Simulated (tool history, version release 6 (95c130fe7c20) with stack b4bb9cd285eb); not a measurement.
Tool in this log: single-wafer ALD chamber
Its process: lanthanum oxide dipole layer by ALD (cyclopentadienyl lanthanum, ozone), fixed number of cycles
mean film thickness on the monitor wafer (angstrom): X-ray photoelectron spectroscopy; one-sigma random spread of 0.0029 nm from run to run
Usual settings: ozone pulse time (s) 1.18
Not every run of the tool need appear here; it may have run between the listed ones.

run,hour,ozone pulse time (s),wafers since the last listed run,hours since the last thermocouple change,hours since the last ozone generator service,hours since the showerhead was replaced,hours since the gauge calibration,"read-back reference wafer on the same gauge, thickness_nm",mean film thickness on the monitor wafer (angstrom)
1,0.0,1.39,0,868.9,395.8,2685.8,30.0,0.572,5.59
2,84.4,1.39,967,953.3,480.2,2770.2,114.4,0.572,5.55
# hour 148.7: thermocouple changed; heater temperature recalibrated
3,169.8,1.39,887,21.1,565.6,2855.6,199.8,0.572,5.56
4,266.6,1.18,1109,117.9,662.4,2952.4,296.6,0.572,5.16
5,303.4,1.08,421,154.7,699.2,2989.2,333.4,0.571,4.86
6,388.0,1.08,969,239.3,783.8,3073.8,418.0,0.572,4.85
# hour 468.0: ozone generator serviced
7,485.5,1.18,1026,336.8,17.5,3171.3,515.5,0.572,5.32
8,587.4,1.18,1168,438.7,119.4,3273.2,617.4,0.572,5.34
9,692.4,1.18,1203,543.7,224.4,3378.2,722.4,0.572,5.27
10,780.2,1.29,1006,631.5,312.2,3466.0,810.2,0.572,5.43
11,827.3,1.29,540,678.6,359.3,3513.1,857.3,0.573,5.47
12,888.1,1.29,697,739.4,420.1,3573.9,918.1,0.571,5.41
13,987.6,1.18,1140,838.9,519.6,3673.4,1017.6,0.572,5.21
14,1058.8,1.18,816,910.1,590.8,3744.6,1088.8,0.572,5.19
15,1160.0,0.89,1160,1011.3,692.0,3845.8,1190.0,0.571,4.17
16,1211.6,0.81,591,1062.9,743.6,3897.4,1241.6,0.572,3.66
# hour 1255.8: ozone generator serviced
17,1301.5,1.18,939,1152.8,45.7,3987.3,1331.5,0.572,5.29
# hour 1378.4: thermocouple changed; heater temperature recalibrated
18,1408.1,1.62,1130,29.7,152.3,4093.9,1438.1,0.573,5.78
19,1498.1,1.03,1031,119.7,242.3,4183.9,1528.1,0.572,4.92
20,1543.2,1.44,517,164.8,287.4,4229.0,1573.2,0.572,5.64
# hour 1626.4: gauge calibrated
21,1633.9,1.18,1039,255.5,378.1,4319.7,7.5,0.572,5.29
22,1701.5,0.74,775,323.1,445.7,4387.3,75.1,0.572,3.36
# hour 1733.5: showerhead replaced
23,1748.6,1.18,448,370.2,492.8,15.1,122.2,0.572,5.22
24,2014.2,1.40,3045,635.8,758.4,280.7,387.8,0.571,5.51
# hour 2077.4: ozone generator serviced
25,2101.8,1.59,912,723.4,24.4,368.3,475.4,0.571,5.80
26,2147.0,1.18,518,768.6,69.6,413.5,520.6,0.572,5.38
27,2242.9,0.84,1099,864.5,165.5,509.4,616.5,0.572,4.11
28,2342.5,1.58,1141,964.1,265.1,609.0,716.1,0.572,5.72

Here are 4 independent what-if runs from the current tool condition. What would each one return?
A,2342.9,1.18,4,964.5,265.5,609.4,716.5,?,?
B,2342.9,1.49,4,964.5,265.5,609.4,716.5,?,?
C,2342.9,1.61,4,964.5,265.5,609.4,716.5,?,?
D,2342.9,0.80,4,964.5,265.5,609.4,716.5,?,?

run,"read-back reference wafer on the same gauge, thickness_nm",mean film thickness on the monitor wafer (angstrom)
A,0.573,5.27
B,0.573,5.67
C,0.573,5.74
D,0.573,3.84
What these runs would have given with no unlogged condition in the tool:
run,mean film thickness on the monitor wafer (angstrom)
A,5.35
B,5.71
C,5.77
D,3.96
